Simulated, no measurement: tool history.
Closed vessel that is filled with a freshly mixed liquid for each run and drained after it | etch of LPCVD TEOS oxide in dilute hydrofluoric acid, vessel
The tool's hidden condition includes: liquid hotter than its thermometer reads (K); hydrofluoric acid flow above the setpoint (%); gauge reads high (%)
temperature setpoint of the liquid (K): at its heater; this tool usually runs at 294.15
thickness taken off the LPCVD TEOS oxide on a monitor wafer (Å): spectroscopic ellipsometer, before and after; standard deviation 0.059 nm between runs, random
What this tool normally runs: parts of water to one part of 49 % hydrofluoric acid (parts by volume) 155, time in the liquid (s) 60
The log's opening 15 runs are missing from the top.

run   hour  temperature setpoint of the liquid (K)  parts of water to one part of 49 % hydrofluoric acid (parts by volume)  time in the liquid (s)  wafers since the last listed run  hours since the thermometer was replaced  hours since the hydrofluoric acid flow meter was replaced  hours since the gauge calibration  read-back film thickness of the LPCVD TEOS oxide reference wafer, read on the same gauge (nm)  thickness taken off the LPCVD TEOS oxide on a monitor wafer (Å)
     163.5  -- gauge calibrated
 16  169.1                                  291.15                                                                     130                      40                               548                                      17.5                                                       85.3                                5.6                                                                                          79.98                                                             65.4
 17  178.3                                  298.65                                                                     155                      60                               841                                      26.7                                                       94.5                               14.8                                                                                          80.02                                                            108.6
 18  195.2                                  294.15                                                                     190                      60                              1545                                      43.6                                                      111.4                               31.7                                                                                          80.04                                                             70.6
 19  206.9                                  292.15                                                                     205                      60                              1069                                      55.3                                                      123.1                               43.4                                                                                          79.98                                                             60.2
 20  215.1                                  296.65                                                                     130                      30                               749                                      63.5                                                      131.3                               51.6                                                                                          79.97                                                             61.5
 21  232.4                                  291.65                                                                     155                      80                              1582                                      80.8                                                      148.6                               68.9                                                                                          79.98                                                            108.4
 22  246.4                                  295.65                                                                     135                      60                              1280                                      94.8                                                      162.6                               82.9                                                                                          80.03                                                            111.8
 23  262.3                                  290.15                                                                     155                      60                              1453                                     110.7                                                      178.5                               98.8                                                                                          80.03                                                             76.5
 24  270.2                                  294.15                                                                     155                      60                               722                                     118.6                                                      186.4                              106.7                                                                                          80.00                                                             90.9
 25  279.3                                  297.15                                                                     235                      70                               832                                     127.7                                                      195.5                              115.8                                                                                          80.00                                                             72.0
 26  290.9                                  294.15                                                                     125                      60                              1060                                     139.3                                                      207.1                              127.4                                                                                          80.00                                                            116.7
 27  304.9                                  294.15                                                                     225                      60                              1280                                     153.3                                                      221.1                              141.4                                                                                          79.99                                                             58.6
 28  324.0                                  294.15                                                                     115                      60                              1746                                     172.4                                                      240.2                              160.5                                                                                          79.99                                                            127.8
 29  335.0                                  299.15                                                                     115                      70                              1005                                     183.4                                                      251.2                              171.5                                                                                          79.98                                                            182.1
 30  351.1                                  292.65                                                                     225                      85                              1472                                     199.5                                                      267.3                              187.6                                                                                          79.98                                                             78.3
 31  360.7                                  290.65                                                                     155                      60                               877                                     209.1                                                      276.9                              197.2                                                                                          80.01                                                             79.2
 32  367.5                                  298.65                                                                     155                      60                               621                                     215.9                                                      283.7                              204.0                                                                                          80.01                                                            109.3

What if the next run were any one of these 5? Each begins from the tool's condition after run 32:
  A  368.2                                  294.15                                                                     155                      60                                64                                     216.6                                                      284.4                              204.7                                                                                              ?                                                                ?
  B  368.2                                  294.15                                                                     155                      40                                64                                     216.6                                                      284.4                              204.7                                                                                              ?                                                                ?
  C  368.2                                  292.65                                                                     155                      75                                64                                     216.6                                                      284.4                              204.7                                                                                              ?                                                                ?
  D  368.2                                  298.65                                                                     180                      60                                64                                     216.6                                                      284.4                              204.7                                                                                              ?                                                                ?
  E  368.2                                  299.15                                                                     155                      45                                64                                     216.6                                                      284.4                              204.7                                                                                              ?                                                                ?

run  read-back film thickness of the LPCVD TEOS oxide reference wafer, read on the same gauge (nm)  thickness taken off the LPCVD TEOS oxide on a monitor wafer (Å)
  A                                                                                          79.98                                                             90.9
  B                                                                                          79.98                                                             60.6
  C                                                                                          79.98                                                            107.1
  D                                                                                          79.98                                                             90.5
  E                                                                                          79.98                                                             82.6
What these runs would have given with no unlogged condition in the tool:
run  thickness taken off the LPCVD TEOS oxide on a monitor wafer (Å)
  A                                                             88.5
  B                                                             59.0
  C                                                            104.2
  D                                                             88.0
  E                                                             80.4
